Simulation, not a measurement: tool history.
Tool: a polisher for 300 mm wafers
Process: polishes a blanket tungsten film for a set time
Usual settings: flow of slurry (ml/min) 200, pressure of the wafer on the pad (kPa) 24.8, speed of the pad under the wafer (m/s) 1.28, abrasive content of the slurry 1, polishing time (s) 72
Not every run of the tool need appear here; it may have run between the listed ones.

run     day  flow of slurry (ml/min)  pressure of the wafer on the pad (kPa)  speed of the pad under the wafer (m/s)  abrasive content of the slurry  polishing time (s)  wafers since the last listed run  wafers polished on this pad  hours since the slurry nozzle was cleaned  hours since the head pressure was calibrated  hours since the slurry blender was calibrated  hours since the slurry got fresh peroxide  incoming thickness of the incoming film, nm  film removed (Å)
  1       0                      200                                    24.8                                     1.6                               1                  72                                 0                          725                                        826                                          40.8                                          272.7                                      289.6                                       1185.3              4833
      0.133  -- slurry blender recalibrated
      1.092  -- slurry tank refilled with fresh slurry and peroxide
  2   1.558                      200                                    29.6                                    1.28                             0.9                  72                               326                         1051                                      863.4                                          78.2                                           34.2                                       11.2                                       1218.6              4438
      3.238  -- slurry nozzle cleaned
  3   3.417                      200                                    29.6                                    1.28                             0.9                  72                               414                         1465                                        4.3                                         122.8                                           78.8                                       55.8                                       1208.9              4460
  4   6.092                      200                                    29.6                                    1.28                             0.9                  72                               609                         2075                                       68.5                                           187                                            143                                        120                                       1193.8              4478
      8.396  -- worn pad replaced by a new one
  5   8.521                      200                                    24.8                                    1.28                               1                  72                               515                           28                                      126.8                                         245.3                                          201.3                                      178.3                                       1188.1              4048
     10.854  -- slurry blender recalibrated
  6  11.238                      200                                    24.8                                    1.28                               1                  72                               600                          628                                        192                                         310.5                                            9.2                                      243.5                                       1191.8              4048
     14.433  -- slurry tank refilled with fresh slurry and peroxide
  7  14.908                      200                                    24.8                                    1.28                               1                  72                               827                         1455                                      280.1                                         398.6                                           97.3                                       11.4                                       1214.7              4037
  8  17.021                      200                                    24.8                                    1.28                               1                  72                               481                         1937                                      330.8                                         449.3                                            148                                       62.1                                       1191.2              4037
  9  19.112                      200                                    22.1                                    1.28                               1                  72                               476                         2413                                        381                                         499.5                                          198.2                                      112.3                                       1212.9              3729
     19.838  -- worn pad replaced by a new one
 10  21.017                      200                                    24.8                                    1.28                               1                  72                               396                          268                                      426.7                                         545.2                                          243.9                                        158                                       1214.6              4085
     24.071  -- slurry blender recalibrated
 11  24.092                      200                                    24.8                                    1.28                               1                  72                               681                          950                                      500.5                                           619                                            0.5                                      231.8                                       1206.9              4068
     25.479  -- slurry tank refilled with fresh slurry and peroxide
 12  28.392                      200                                    24.8                                    1.28                               1                  72                               970                         1921                                      603.7                                         722.2                                          103.7                                       69.9                                       1177.1              4097
 13  30.596                      200                                    31.7                                    1.28                               1                  72                               502                         2424                                      656.6                                         775.1                                          156.6                                      122.8                                       1203.2              4976
 14  32.738                      200                                    24.8                                    1.28                               1                  72                               488                         2912                                        708                                         826.5                                            208                                      174.2                                       1190.8              4113
     33.929  -- worn pad replaced by a new one
 15  36.142                      140                                    20.7                                    1.28                             1.3                  65                               737                          504                                      789.7                                         908.2                                          289.7                                      255.9                                       1190.1              3226
      37.25  -- slurry blender recalibrated
     37.575  -- slurry nozzle cleaned
 16  38.529                      200                                    24.8                                    1.28                               1                  72                               515                         1019                                       22.9                                         965.5                                           30.7                                      313.2                                       1202.7              4076
     39.733  -- slurry tank refilled with fresh slurry and peroxide
      40.25  -- head pressure recalibrated
 17  40.475                      200                                    24.8                                    1.12                             1.1                  72                               415                         1434                                       69.6                                           5.4                                           77.4                                       17.8                                       1202.4              3801
 18  42.375                      200                                    29.6                                     1.5                               1                  72                               433                         1867                                      115.2                                            51                                            123                                       63.4                                       1185.9              5769
 19  44.117                      200                                    24.8                                    1.02                               1                  72                               397                         2264                                        157                                          92.8                                          164.8                                      105.2                                         1198              3424
 20   46.35                      200                                      31                                    1.28                            0.85                  72                               509                         2773                                      210.6                                         146.4                                          218.4                                      158.8                                       1207.9              4985
      46.55  -- worn pad replaced by a new one
 21  49.729                      200                                    24.8                                    1.28                               1                  72                               732                          724                                      291.7                                         227.5                                          299.5                                      239.9                                         1214              4389
      50.45  -- slurry tank refilled with fresh slurry and peroxide
     50.525  -- slurry blender recalibrated
 22  51.512                      200                                    24.8                                    1.28                             0.9                  72                               379                         1104                                      334.5                                         270.3                                           23.7                                       25.5                                       1193.1              4293
     55.333  -- head pressure recalibrated, repeated, since the last time left the tool worse
 23  55.375                      200                                    24.8                                    1.28                               1                  72                               861                         1966                                      427.2                                             1                                          116.4                                      118.2                                       1205.4              3925
 24  57.504                      200                                    24.8                                    1.28                               1                  72                               485                         2451                                      478.3                                          52.1                                          167.5                                      169.3                                       1189.1              3963
     59.233  -- worn pad replaced by a new one
 25  59.388                      200                                    24.8                                    1.28                               1                  50                               391                           35                                      523.5                                          97.3                                          212.7                                      214.5                                       1207.1              2732
 26  62.417                      245                                    24.8                                    1.28                               1                  72                               690                          725                                      596.2                                           170                                          285.4                                      287.2                                       1190.4              4136

3 options for the next run, each taken on its own from the tool as it stands now. Forecast them:
  A  62.433                      200                                    24.8                                    1.28                             1.2                  72                                 3                          729                                      596.6                                         170.4                                          285.8                                      287.6                                       1194.3                 ?
  B  62.433                      255                                    20.7                                    1.08                               1                  58                                 3                          729                                      596.6                                         170.4                                          285.8                                      287.6                                       1194.3                 ?
  C  62.433                      200                                    28.3                                     1.1                             0.8                  58                                 3                          729                                      596.6                                         170.4                                          285.8                                      287.6                                       1194.3                 ?

run  film removed (Å)
  A              4142
  B              2449
  C              2945
Had the tool no hidden state, the same runs would have come out as:
run  film removed (Å)
  A              4080
  B              2413
  C              2902
